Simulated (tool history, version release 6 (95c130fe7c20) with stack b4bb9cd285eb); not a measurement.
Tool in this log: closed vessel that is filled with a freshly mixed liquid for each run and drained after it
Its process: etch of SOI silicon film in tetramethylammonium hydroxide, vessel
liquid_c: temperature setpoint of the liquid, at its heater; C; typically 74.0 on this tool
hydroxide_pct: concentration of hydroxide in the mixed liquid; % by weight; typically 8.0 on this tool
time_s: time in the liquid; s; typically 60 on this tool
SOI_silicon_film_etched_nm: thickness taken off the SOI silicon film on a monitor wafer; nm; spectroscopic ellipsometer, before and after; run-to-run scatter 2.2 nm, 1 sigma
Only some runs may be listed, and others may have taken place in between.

| run | hour | liquid_c | hydroxide_pct | time_s | read-back film thickness of the SOI silicon film reference wafer, read on the same gauge (nm) | SOI_silicon_film_etched_nm |
|---|---|---|---|---|---|---|
| 1 | 0.0 | 74.0 | 8.0 | 60 | 110.03 | 576.00 |
| 2 | 102.7 | 74.0 | 8.0 | 60 | 109.99 | 582.82 |
| 3 | 186.8 | 74.0 | 8.0 | 60 | 110.00 | 583.52 |
| 4 | 418.6 | 68.5 | 8.0 | 80 | 109.98 | 565.29 |
| 5 | 524.2 | 68.5 | 8.0 | 80 | 109.99 | 570.73 |
| 6 | 590.0 | 68.5 | 8.0 | 80 | 110.00 | 566.89 |
|  | 657.4 | hydroxide flow meter replaced |
| 7 | 693.7 | 74.0 | 8.0 | 60 | 109.97 | 599.86 |
|  | 702.1 | thermometer replaced |
|  | 762.5 | gauge calibrated |
| 8 | 786.1 | 74.0 | 8.0 | 60 | 110.02 | 602.37 |
| 9 | 842.1 | 67.5 | 9.0 | 80 | 110.01 | 528.41 |
|  | 892.1 | hydroxide flow meter replaced, repeated, since the last time left the tool worse |
| 10 | 921.1 | 81.0 | 8.0 | 60 | 109.95 | 849.08 |
| 11 | 995.4 | 77.0 | 6.5 | 50 | 110.01 | 599.07 |
| 12 | 1087.3 | 74.0 | 6.0 | 60 | 110.00 | 619.48 |
| 13 | 1163.3 | 81.0 | 10.0 | 50 | 110.00 | 664.10 |
| 14 | 1261.0 | 74.0 | 8.0 | 35 | 110.01 | 339.11 |
| 15 | 1358.8 | 68.5 | 8.0 | 80 | 109.99 | 558.53 |
| 16 | 1454.2 | 70.5 | 8.0 | 90 | 110.04 | 713.69 |
| 17 | 1531.7 | 74.0 | 8.0 | 60 | 109.99 | 582.25 |

What was the tool's hidden state at every run in the log?
liquid colder than its thermometer reads (K): 0 across all the runs
gauge reads high (%): 0 across all the runs
H1: hydroxide flow below the setpoint (%)
| run | H1 |
|---|---|
| 1 | 3.07 |
| 2 | 3.78 |
| 3 | 4.36 |
| 4 | 5.97 |
| 5 | 6.7 |
| 6 | 7.15 |
| 7 | 13.8 |
| 8 | 14.4 |
| 9 | 14.8 |
| 10 | 0.279 |
| 11 | 0.793 |
| 12 | 1.43 |
| 13 | 1.95 |
| 14 | 2.63 |
| 15 | 3.31 |
| 16 | 3.96 |
| 17 | 4.5 |
